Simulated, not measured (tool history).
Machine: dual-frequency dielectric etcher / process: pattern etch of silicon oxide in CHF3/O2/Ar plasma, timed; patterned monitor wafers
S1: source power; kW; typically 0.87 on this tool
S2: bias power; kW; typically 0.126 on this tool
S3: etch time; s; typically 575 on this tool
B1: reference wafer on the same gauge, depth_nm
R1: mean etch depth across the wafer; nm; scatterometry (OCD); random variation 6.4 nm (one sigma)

run    day    S1     S2     S3      B1      R1
  1      0  0.87  0.126    575    1050  1166.6
  2  0.329  0.87  0.126    575  1049.6  1156.2
  3  0.942  0.87  0.126    575  1051.3    1152
  4  1.658  0.87  0.126    575  1049.5  1156.8
     2.733  -- wet clean of the chamber
  5  3.092  0.87  0.126    575    1050  1170.4
     3.396  -- bias power generator calibrated
     3.621  -- source power generator calibrated
  6  4.542  0.87  0.126    575    1050  1182.8
  7  4.804  1.07  0.126    575  1048.8  1256.5
  8  5.129  0.87  0.105  634.5  1050.8  1239.1
  9  5.862  0.87  0.096    575  1049.7  1097.9
     6.038  -- gauge calibrated
 10  6.117  1.05  0.151  652.5  1050.6  1470.9
 11  6.538  0.87  0.126    575  1050.8  1179.4
 12  7.108  0.69  0.148    649  1049.9  1307.5
 13  7.458   0.8  0.143    575  1049.1  1195.4
 14  8.096  0.87  0.098  671.5    1050  1289.2
 15  8.375   0.7  0.139    626  1049.8  1241.3

Predict the results of run 16:
 16  9.029  0.87  0.151  444.5   ?   ?

{"run 16": {"B1": 1050.4, "R1": 955.4}}
If the tool had no hidden condition, the same run with the same run-to-run variation would have returned R1 968.4 nm.
